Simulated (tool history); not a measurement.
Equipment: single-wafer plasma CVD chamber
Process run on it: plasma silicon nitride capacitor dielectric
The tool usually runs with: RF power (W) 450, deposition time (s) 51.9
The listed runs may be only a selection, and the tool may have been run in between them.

run,hour,RF power (W),deposition time (s),"read-back reference wafer on the same gauge, thickness_nm",mean film thickness on the monitor wafer (angstrom)
1,0,450,51.9,80.015,723
2,9.3,450,51.9,80.001,723.5
3,19.1,495,51.9,79.993,742.92
4,36.1,390,51.9,80.007,693.73
5,50.5,390,51.9,80.003,694.38
6,58,450,44.8,80.004,623.79
7,66.4,450,44.8,79.975,624.16
8,81.3,430,51.9,80.004,712.71
9,95.4,430,51.9,80.005,713.01
10,101.7,450,54.8,79.984,762.47
11,151.1,450,54.8,80.005,763.74
12,166.8,475,51.9,79.985,735.58
13,176.6,450,51.9,80.028,724.41
14,189.7,505,44,80.011,635.89
15,197.1,500,43.9,79.993,631.51
16,203.3,415,41.8,80.004,569.85
17,218.4,395,42.5,80.016,569.14
18,244.7,450,57.2,79.996,797.07
19,251.8,450,51.9,79.989,723.36
20,266.9,450,46.9,79.976,655.08
21,307.9,495,46.1,80.028,660.09
22,315.5,450,46.9,80.002,654.06
23,350.3,430,51.9,80.014,713.74
24,362.6,360,58.4,79.987,763.12

Missing from the log above: 3 entries noted between runs. For each, name the pair of listed runs it sits between and say how the tool's hidden condition differs from the listed run just before to the listed run just after:
Between runs 10 and 11: RF generator calibrated (hour 120.1)
  no hidden state differs between the two runs
Between runs 14 and 15: gauge calibrated (hour 194.2)
  no hidden state differs between the two runs
Between runs 17 and 18: showerhead replaced (hour 227.4)
  no hidden state differs between the two runs
